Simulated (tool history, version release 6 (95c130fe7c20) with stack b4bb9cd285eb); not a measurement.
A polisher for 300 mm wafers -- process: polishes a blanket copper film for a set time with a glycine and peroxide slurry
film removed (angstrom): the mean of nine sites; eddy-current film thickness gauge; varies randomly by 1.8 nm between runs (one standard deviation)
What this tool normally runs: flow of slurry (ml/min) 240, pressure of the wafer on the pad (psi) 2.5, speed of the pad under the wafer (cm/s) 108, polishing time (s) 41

run,hour,flow of slurry (ml/min),pressure of the wafer on the pad (psi),speed of the pad under the wafer (cm/s),polishing time (s),"incoming thickness of the incoming film, nm",film removed (angstrom)
1,0.0,240,2.5,108,41,1796.3,1928
2,18.4,240,2.5,108,41,1818.2,1935
3,26.6,240,2.5,108,41,1818.5,1892
# hour 34.0: worn pad replaced by a new one
4,35.9,240,2.5,108,41,1837.3,1889
5,43.7,240,3.1,108,41,1844.7,2293
6,54.3,240,3.1,108,41,1835.7,2301
7,68.8,175,2.5,108,41,1803.5,1820
8,77.4,175,2.5,108,41,1795.5,1806
9,83.8,240,2.5,108,41,1801.2,1915
10,90.6,240,2.5,108,41,1795.1,1921
11,102.3,240,2.5,108,41,1829.4,1920
12,117.4,240,2.5,108,41,1802.3,1870
# hour 127.3: worn pad replaced by a new one
13,133.2,180,2.9,108,41,1846.3,2044
14,147.0,240,2.5,108,41,1848.2,1909
15,153.4,240,2.5,108,41,1807.2,1898
16,159.7,240,2.5,130,41,1801.7,2226
17,168.6,240,2.5,130,41,1814.9,2154
18,181.9,240,2.5,108,41,1817.1,1900
19,191.5,240,2.5,108,52,1835.8,2383
20,198.4,305,2.5,108,41,1843.4,1962

What does the tool deliver on the next run?
21,207.4,175,2.5,108,41,1806.9,?

{"run 21": {"film removed (angstrom)": 1802}}
Take away the tool's hidden state, keep the run-to-run variation as it was, and the same run would have given film removed (angstrom) 1985.
